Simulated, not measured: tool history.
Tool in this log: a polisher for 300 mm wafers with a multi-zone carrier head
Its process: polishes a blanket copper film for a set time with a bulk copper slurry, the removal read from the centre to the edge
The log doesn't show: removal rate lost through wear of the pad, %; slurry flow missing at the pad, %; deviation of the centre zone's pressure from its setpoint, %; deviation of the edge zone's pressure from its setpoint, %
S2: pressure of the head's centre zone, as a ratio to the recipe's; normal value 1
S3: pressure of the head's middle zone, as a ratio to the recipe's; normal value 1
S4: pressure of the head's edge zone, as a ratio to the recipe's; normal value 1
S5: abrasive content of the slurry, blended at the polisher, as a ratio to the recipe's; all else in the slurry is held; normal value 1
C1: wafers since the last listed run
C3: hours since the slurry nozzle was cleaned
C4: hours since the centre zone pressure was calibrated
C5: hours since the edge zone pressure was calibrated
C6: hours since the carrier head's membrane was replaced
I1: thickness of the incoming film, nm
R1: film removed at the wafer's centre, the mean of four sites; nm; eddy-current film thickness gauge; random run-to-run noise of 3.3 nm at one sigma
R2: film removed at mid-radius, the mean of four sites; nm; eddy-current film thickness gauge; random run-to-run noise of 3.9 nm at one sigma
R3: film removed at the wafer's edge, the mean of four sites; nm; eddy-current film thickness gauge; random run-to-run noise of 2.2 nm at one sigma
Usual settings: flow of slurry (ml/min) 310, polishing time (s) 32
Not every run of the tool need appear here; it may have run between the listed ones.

Run 1, hour 0: usual settings; C1 0; wafers polished on this pad 633; C3 26.2; C4 403.2; C5 669.9; C6 1954.7; I1 4476.2. Result: R1 287.9 nm, R2 279.9 nm, R3 280.5 nm.
Run 2, hour 22.6: usual settings; C1 169; wafers polished on this pad 803; C3 48.8; C4 425.8; C5 692.5; C6 1977.3; I1 4581.8. Result: R1 297.5 nm, R2 273.5 nm, R3 282.4 nm.
At hour 31.8: carrier head's membrane replaced by a new one.
At hour 35.2: edge zone pressure recalibrated.
Run 3, hour 47.1: usual settings; C1 131; wafers polished on this pad 934; C3 73.3; C4 450.3; C5 11.9; C6 15.3; I1 4513.4. Result: R1 293 nm, R2 269.9 nm, R3 281.6 nm.
Run 4, hour 99.6: usual settings but S3 1.05; C1 393; wafers polished on this pad 1327; C3 125.8; C4 502.8; C5 64.4; C6 67.8; I1 4621.3. Result: R1 296.4 nm, R2 289 nm, R3 280 nm.
At hour 108.6: worn pad replaced by a new one.
Run 5, hour 126.5: usual settings but S4 0.93; C1 171; wafers polished on this pad 134; C3 152.7; C4 529.7; C5 91.3; C6 94.7; I1 4599.2. Result: R1 292.5 nm, R2 274.3 nm, R3 273 nm.
Run 6, hour 161.8: usual settings but polishing time (s) 38; C1 264; wafers polished on this pad 398; C3 188; C4 565; C5 126.6; C6 130; I1 4505.3. Result: R1 352.2 nm, R2 334.6 nm, R3 329.5 nm.
Run 7, hour 192.1: usual settings; C1 227; wafers polished on this pad 625; C3 218.3; C4 595.3; C5 156.9; C6 160.3; I1 4570.3. Result: R1 302.2 nm, R2 275 nm, R3 277.5 nm.
Run 8, hour 210: usual settings but S3 0.93, polishing time (s) 24; C1 134; wafers polished on this pad 759; C3 236.2; C4 613.2; C5 174.8; C6 178.2; I1 4452.2. Result: R1 226.6 nm, R2 193.2 nm, R3 208.5 nm.
Run 9, hour 234.4: usual settings but flow of slurry (ml/min) 375; C1 182; wafers polished on this pad 942; C3 260.6; C4 637.6; C5 199.2; C6 202.6; I1 4567.9. Result: R1 305.1 nm, R2 283.4 nm, R3 286.6 nm.
Run 10, hour 259.2: usual settings but flow of slurry (ml/min) 400, polishing time (s) 36; C1 185; wafers polished on this pad 1128; C3 285.4; C4 662.4; C5 224; C6 227.4; I1 4464.1. Result: R1 340.4 nm, R2 320.4 nm, R3 319.2 nm.
Run 11, hour 274.5: usual settings but S2 0.94, S5 1.15, polishing time (s) 26; C1 114; wafers polished on this pad 1242; C3 300.7; C4 677.7; C5 239.3; C6 242.7; I1 4613.1. Result: R1 248.8 nm, R2 231.1 nm, R3 237.7 nm.
At hour 289: worn pad replaced by a new one.
At hour 289.9: centre zone pressure recalibrated.
Run 12, hour 301.8: usual settings but flow of slurry (ml/min) 385, S2 1.09, polishing time (s) 26; C1 167; wafers polished on this pad 89; C3 328; C4 11.9; C5 266.6; C6 270; I1 4570.4. Result: R1 252.2 nm, R2 226.8 nm, R3 229.7 nm.
Run 13, hour 331.8: usual settings but S4 1.08, polishing time (s) 42; C1 224; wafers polished on this pad 313; C3 358; C4 41.9; C5 296.6; C6 300; I1 4538.9. Result: R1 357.3 nm, R2 370.3 nm, R3 372.2 nm.
Run 14, hour 348.9: usual settings but S2 1.07, S3 1.07, S5 1.15, polishing time (s) 39; C1 128; wafers polished on this pad 441; C3 375.1; C4 59; C5 313.7; C6 317.1; I1 4500.4. Result: R1 373.4 nm, R2 372.3 nm, R3 355.4 nm.
Run 15, hour 366: usual settings; C1 128; wafers polished on this pad 569; C3 392.2; C4 76.1; C5 330.8; C6 334.2; I1 4522.7. Result: R1 283.5 nm, R2 280.9 nm, R3 281.8 nm.

Expected results for the next run?
Run 16, hour 391.9: usual settings but S2 1.07; C1 194; wafers polished on this pad 764; C3 418.1; C4 102; C5 356.7; C6 360.1; I1 4535.3. Result: R1 ?, R2 ?, R3 ?.

Run 16 produced R1 300.2 nm, R2 273.2 nm, R3 280.4 nm.
The same run, on a tool lacking any hidden state, would have yielded R1 300.9 nm, R2 273.2 nm, R3 280.4 nm.

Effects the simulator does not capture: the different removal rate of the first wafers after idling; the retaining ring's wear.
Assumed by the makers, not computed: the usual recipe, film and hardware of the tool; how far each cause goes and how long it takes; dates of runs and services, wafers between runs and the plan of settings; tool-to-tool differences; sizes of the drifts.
